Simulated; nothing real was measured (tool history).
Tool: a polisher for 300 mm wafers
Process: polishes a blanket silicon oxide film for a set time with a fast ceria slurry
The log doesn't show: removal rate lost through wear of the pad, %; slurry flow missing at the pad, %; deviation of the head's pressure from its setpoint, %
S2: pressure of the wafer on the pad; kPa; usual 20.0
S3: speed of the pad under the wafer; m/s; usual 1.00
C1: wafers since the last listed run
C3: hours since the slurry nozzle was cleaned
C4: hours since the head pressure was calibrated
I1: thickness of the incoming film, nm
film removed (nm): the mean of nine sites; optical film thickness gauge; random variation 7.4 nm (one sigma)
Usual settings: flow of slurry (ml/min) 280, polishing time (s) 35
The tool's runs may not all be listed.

Run 1, hour 0.0: usual settings; C1 0; wafers polished on this pad 795; C3 537.2; C4 658.4; I1 1638.4. Result: film removed (nm) 612.9.
Run 2, hour 12.1: usual settings; C1 150; wafers polished on this pad 946; C3 549.3; C4 670.5; I1 1627.1. Result: film removed (nm) 612.8.
Run 3, hour 20.3: usual settings but polishing time (s) 32; C1 102; wafers polished on this pad 1048; C3 557.5; C4 678.7; I1 1592.6. Result: film removed (nm) 569.9.
Run 4, hour 34.8: usual settings but S3 0.78 m/s; C1 180; wafers polished on this pad 1228; C3 572.0; C4 693.2; I1 1634.0. Result: film removed (nm) 476.0.
At hour 42.8: worn pad replaced by a new one.
Run 5, hour 49.5: usual settings but S3 0.78 m/s; C1 133; wafers polished on this pad 83; C3 586.7; C4 707.9; I1 1606.5. Result: film removed (nm) 482.6.
Run 6, hour 62.1: usual settings but polishing time (s) 30; C1 156; wafers polished on this pad 240; C3 599.3; C4 720.5; I1 1641.1. Result: film removed (nm) 522.4.
Run 7, hour 100.2: usual settings but polishing time (s) 30; C1 473; wafers polished on this pad 714; C3 637.4; C4 758.6; I1 1616.4. Result: film removed (nm) 522.5.
Run 8, hour 112.5: usual settings but polishing time (s) 30; C1 153; wafers polished on this pad 867; C3 649.7; C4 770.9; I1 1600.4. Result: film removed (nm) 528.5.
Run 9, hour 129.9: usual settings but flow of slurry (ml/min) 230; C1 216; wafers polished on this pad 1083; C3 667.1; C4 788.3; I1 1613.1. Result: film removed (nm) 604.5.
At hour 148.4: worn pad replaced by a new one.
Run 10, hour 148.9: usual settings but S3 0.78 m/s; C1 186; wafers polished on this pad 6; C3 686.1; C4 807.3; I1 1616.8. Result: film removed (nm) 474.5.
Run 11, hour 162.0: usual settings but flow of slurry (ml/min) 185, S3 1.26 m/s; C1 162; wafers polished on this pad 169; C3 699.2; C4 820.4; I1 1620.7. Result: film removed (nm) 727.7.
At hour 168.2: head pressure recalibrated.
Run 12, hour 169.5: usual settings but flow of slurry (ml/min) 305; C1 68; wafers polished on this pad 237; C3 706.7; C4 1.3; I1 1611.6. Result: film removed (nm) 625.6.
Run 13, hour 186.3: usual settings; C1 209; wafers polished on this pad 446; C3 723.5; C4 18.1; I1 1648.9. Result: film removed (nm) 615.8.
At hour 187.6: slurry nozzle cleaned.
Run 14, hour 224.3: usual settings but flow of slurry (ml/min) 220, S3 1.30 m/s; C1 460; wafers polished on this pad 906; C3 36.7; C4 56.1; I1 1636.5. Result: film removed (nm) 782.0.
Run 15, hour 235.9: usual settings but S3 0.78 m/s; C1 144; wafers polished on this pad 1051; C3 48.3; C4 67.7; I1 1614.5. Result: film removed (nm) 474.3.
Run 16, hour 245.7: usual settings but S2 26.2 kPa; C1 121; wafers polished on this pad 1173; C3 58.1; C4 77.5; I1 1616.5. Result: film removed (nm) 793.3.

The tool's hidden state at each run:
removal rate lost through wear of the pad, %: 0 in every run
slurry flow missing at the pad, %: 0 in every run
deviation of the head's pressure from its setpoint, %: 0 in every run
